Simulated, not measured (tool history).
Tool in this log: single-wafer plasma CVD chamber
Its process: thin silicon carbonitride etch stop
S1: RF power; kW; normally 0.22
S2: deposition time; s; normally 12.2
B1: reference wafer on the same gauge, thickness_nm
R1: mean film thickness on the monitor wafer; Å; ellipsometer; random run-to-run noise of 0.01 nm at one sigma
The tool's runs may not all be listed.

run 1 hour=0 | S1=0.235 S2=13.6 | B1=5.782 | R1=75.48
run 2 hour=132.9 | S1=0.22 S2=13.8 | B1=5.785 | R1=74.79
run 3 hour=183 | S1=0.22 S2=13.8 | B1=5.782 | R1=74.86
run 4 hour=211.2 | S1=0.245 S2=12.2 | B1=5.783 | R1=68.43
run 5 hour=245.7 | S1=0.245 S2=12.2 | B1=5.78 | R1=68.42
run 6 hour=297 | S1=0.245 S2=12.2 | B1=5.783 | R1=68.46
run 7 hour=365 | S1=0.21 S2=10.8 | B1=5.781 | R1=57.5
run 8 hour=423.5 | S1=0.21 S2=10.8 | B1=5.784 | R1=57.47
run 9 hour=480.9 | S1=0.22 S2=12.2 | B1=5.781 | R1=66.04
run 10 hour=518.3 | S1=0.22 S2=12.2 | B1=5.781 | R1=65.96
-- hour=567.7 showerhead replaced
run 11 hour=579.7 | S1=0.22 S2=14.1 | B1=5.78 | R1=76.2
run 12 hour=616.6 | S1=0.22 S2=14.1 | B1=5.782 | R1=76.19
run 13 hour=642.8 | S1=0.22 S2=12.2 | B1=5.781 | R1=65.73
run 14 hour=687.2 | S1=0.22 S2=12.2 | B1=5.779 | R1=65.9
-- hour=891.9 thermocouple changed; heater temperature recalibrated
run 15 hour=899.7 | S1=0.22 S2=12.2 | B1=5.779 | R1=65.55
run 16 hour=947.4 | S1=0.22 S2=11.4 | B1=5.784 | R1=61.44
-- hour=1001.4 RF generator calibrated
run 17 hour=1007.2 | S1=0.25 S2=12.2 | B1=5.78 | R1=70.05
run 18 hour=1044.6 | S1=0.26 S2=13.3 | B1=5.777 | R1=77.44
run 19 hour=1109.9 | S1=0.2 S2=14.4 | B1=5.78 | R1=76.73
run 20 hour=1150.4 | S1=0.245 S2=10.6 | B1=5.775 | R1=60.57
run 21 hour=1214 | S1=0.24 S2=11.6 | B1=5.779 | R1=65.68
run 22 hour=1285.2 | S1=0.185 S2=14.4 | B1=5.778 | R1=74.67
run 23 hour=1337.4 | S1=0.18 S2=12.2 | B1=5.78 | R1=62.51
run 24 hour=1380.7 | S1=0.22 S2=12.2 | B1=5.781 | R1=67.24
run 25 hour=1417 | S1=0.22 S2=12.2 | B1=5.78 | R1=66.97
run 26 hour=1475 | S1=0.185 S2=14.4 | B1=5.779 | R1=74.6
run 27 hour=1506.2 | S1=0.175 S2=12.2 | B1=5.78 | R1=62.07
-- hour=1512.9 gauge calibrated
run 28 hour=1644.4 | S1=0.22 S2=10.1 | B1=5.778 | R1=55.44
run 29 hour=1697.1 | S1=0.26 S2=12.2 | B1=5.778 | R1=70.79
-- hour=1817.3 thermocouple changed; heater temperature recalibrated
run 30 hour=1899.4 | S1=0.25 S2=14 | B1=5.776 | R1=79.93
run 31 hour=1927.5 | S1=0.19 S2=13.7 | B1=5.781 | R1=71.51
run 32 hour=1953.6 | S1=0.24 S2=11.6 | B1=5.786 | R1=65.33
run 33 hour=1990.1 | S1=0.22 S2=11.2 | B1=5.78 | R1=61.33
run 34 hour=2046.9 | S1=0.22 S2=12.2 | B1=5.782 | R1=66.51
run 35 hour=2091.3 | S1=0.22 S2=10.3 | B1=5.782 | R1=56.27
run 36 hour=2149.9 | S1=0.22 S2=12.2 | B1=5.78 | R1=66.65

For some of the steps in R1 from one run to the next: how much would appear even if the tool had no hidden state, given the settings, what came in and random variation, and how much remains for the hidden state plus any gauge scatter that the measured result and the result without hidden state don't share?
Hidden state at play: wafer temperature above the value expected at the setpoint (K); delivered RF power above the setpoint (%); gauge reads high (%).
Run 10 -> 11: S2 12.2 -> 14.1, showerhead replaced. R1 +10.24 Å: hidden state -0.25, all else +10.49.
Run 12 -> 13: S2 14.1 -> 12.2. R1 -10.46 Å: hidden state +0.22, all else -10.68.
Run 16 -> 17: S1 0.22 -> 0.25, S2 11.4 -> 12.2, RF generator calibrated. R1 +8.61 Å: hidden state +1.4, all else +7.21.
Run 19 -> 20: S1 0.2 -> 0.245, S2 14.4 -> 10.6. R1 -16.16 Å: hidden state +0.01, all else -16.17.
Run 26 -> 27: S1 0.185 -> 0.175, S2 14.4 -> 12.2. R1 -12.53 Å: hidden state +0.04, all else -12.57.
Run 28 -> 29: S1 0.22 -> 0.26, S2 10.1 -> 12.2. R1 +15.35 Å: hidden state -0.11, all else +15.46.
